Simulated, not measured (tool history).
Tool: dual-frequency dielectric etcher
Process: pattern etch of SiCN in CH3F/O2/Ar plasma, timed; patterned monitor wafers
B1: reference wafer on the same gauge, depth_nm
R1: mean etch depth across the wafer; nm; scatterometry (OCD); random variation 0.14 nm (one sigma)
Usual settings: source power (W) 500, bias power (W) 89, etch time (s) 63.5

{"run": 1, "day": 0.0, "source power (W)": 500, "bias power (W)": 83, "etch time (s)": 63.5, "B1": 30.77, "R1": 28.77}
{"day": 2.083, "done": "wet clean of the chamber"}
{"run": 2, "day": 3.071, "source power (W)": 500, "bias power (W)": 99, "etch time (s)": 63.5, "B1": 30.83, "R1": 29.77}
{"run": 3, "day": 7.067, "source power (W)": 500, "bias power (W)": 75, "etch time (s)": 63.5, "B1": 30.78, "R1": 27.2}
{"run": 4, "day": 11.188, "source power (W)": 560, "bias power (W)": 89, "etch time (s)": 63.5, "B1": 30.8, "R1": 30.21}
{"run": 5, "day": 14.804, "source power (W)": 560, "bias power (W)": 89, "etch time (s)": 63.5, "B1": 30.83, "R1": 30.38}
{"day": 17.229, "done": "wet clean of the chamber"}
{"run": 6, "day": 17.929, "source power (W)": 560, "bias power (W)": 89, "etch time (s)": 63.5, "B1": 30.86, "R1": 31.21}
{"run": 7, "day": 19.842, "source power (W)": 590, "bias power (W)": 89, "etch time (s)": 63.5, "B1": 30.83, "R1": 32.01}
{"run": 8, "day": 24.221, "source power (W)": 590, "bias power (W)": 89, "etch time (s)": 63.5, "B1": 30.8, "R1": 32.26}
{"run": 9, "day": 25.971, "source power (W)": 590, "bias power (W)": 89, "etch time (s)": 63.5, "B1": 30.8, "R1": 32.36}
{"day": 28.429, "done": "wet clean of the chamber, repeated, since the last time left the tool worse"}
{"run": 10, "day": 29.062, "source power (W)": 500, "bias power (W)": 103, "etch time (s)": 63.5, "B1": 30.79, "R1": 30.26}
{"day": 31.458, "done": "upper electrode replaced"}
{"run": 11, "day": 31.479, "source power (W)": 500, "bias power (W)": 89, "etch time (s)": 63.5, "B1": 30.8, "R1": 28.93}
{"run": 12, "day": 33.838, "source power (W)": 500, "bias power (W)": 89, "etch time (s)": 63.5, "B1": 30.79, "R1": 28.95}
{"run": 13, "day": 38.071, "source power (W)": 530, "bias power (W)": 89, "etch time (s)": 63.5, "B1": 30.78, "R1": 29.88}
{"run": 14, "day": 41.3, "source power (W)": 500, "bias power (W)": 89, "etch time (s)": 63.5, "B1": 30.82, "R1": 29.41}
{"day": 43.017, "done": "gauge calibrated"}
{"run": 15, "day": 44.367, "source power (W)": 500, "bias power (W)": 95, "etch time (s)": 77.5, "B1": 30.81, "R1": 37.02}
{"day": 45.408, "done": "wet clean of the chamber"}
{"day": 48.412, "done": "source power generator calibrated"}
{"run": 16, "day": 48.433, "source power (W)": 500, "bias power (W)": 89, "etch time (s)": 63.5, "B1": 30.86, "R1": 28.48}
{"run": 17, "day": 51.579, "source power (W)": 590, "bias power (W)": 89, "etch time (s)": 63.5, "B1": 30.83, "R1": 30.56}
{"run": 18, "day": 53.604, "source power (W)": 500, "bias power (W)": 101, "etch time (s)": 63.5, "B1": 30.81, "R1": 30.3}
{"day": 54.0, "done": "bias power generator calibrated"}
{"run": 19, "day": 56.25, "source power (W)": 500, "bias power (W)": 82, "etch time (s)": 72.5, "B1": 30.8, "R1": 32.02}
{"run": 20, "day": 57.867, "source power (W)": 470, "bias power (W)": 81, "etch time (s)": 63.5, "B1": 30.85, "R1": 27.19}
{"run": 21, "day": 59.546, "source power (W)": 550, "bias power (W)": 110, "etch time (s)": 81.5, "B1": 30.8, "R1": 41.57}
{"run": 22, "day": 62.746, "source power (W)": 500, "bias power (W)": 89, "etch time (s)": 63.5, "B1": 30.82, "R1": 29.57}
{"day": 63.808, "done": "wet clean of the chamber"}
{"run": 23, "day": 65.075, "source power (W)": 420, "bias power (W)": 89, "etch time (s)": 75.5, "B1": 30.77, "R1": 32.18}
{"day": 78.604, "done": "wet clean of the chamber"}
{"run": 24, "day": 78.625, "source power (W)": 500, "bias power (W)": 89, "etch time (s)": 63.5, "B1": 30.79, "R1": 28.53}
{"run": 25, "day": 81.325, "source power (W)": 610, "bias power (W)": 75, "etch time (s)": 75.5, "B1": 30.83, "R1": 34.57}
{"run": 26, "day": 85.188, "source power (W)": 440, "bias power (W)": 108, "etch time (s)": 58, "B1": 30.79, "R1": 27.01}

5 ways to go on from here, each from the tool as it stands after run 26. What would each give?
{"run": "A", "day": 85.204, "source power (W)": 500, "bias power (W)": 89, "etch time (s)": 63.5, "B1": "?", "R1": "?"}
{"run": "B", "day": 85.204, "source power (W)": 410, "bias power (W)": 99, "etch time (s)": 54.5, "B1": "?", "R1": "?"}
{"run": "C", "day": 85.204, "source power (W)": 600, "bias power (W)": 106, "etch time (s)": 63.5, "B1": "?", "R1": "?"}
{"run": "D", "day": 85.204, "source power (W)": 500, "bias power (W)": 104, "etch time (s)": 63.5, "B1": "?", "R1": "?"}
{"run": "E", "day": 85.204, "source power (W)": 410, "bias power (W)": 80, "etch time (s)": 63.5, "B1": "?", "R1": "?"}

run=A B1=30.8 R1=28.74
run=B B1=30.8 R1=23.85
run=C B1=30.8 R1=32.62
run=D B1=30.8 R1=30.35
run=E B1=30.8 R1=25.8
Without the tool's hidden state the same runs would have given:
run=A R1=28.42
run=B R1=23.59
run=C R1=32.27
run=D R1=30.02
run=E R1=25.51

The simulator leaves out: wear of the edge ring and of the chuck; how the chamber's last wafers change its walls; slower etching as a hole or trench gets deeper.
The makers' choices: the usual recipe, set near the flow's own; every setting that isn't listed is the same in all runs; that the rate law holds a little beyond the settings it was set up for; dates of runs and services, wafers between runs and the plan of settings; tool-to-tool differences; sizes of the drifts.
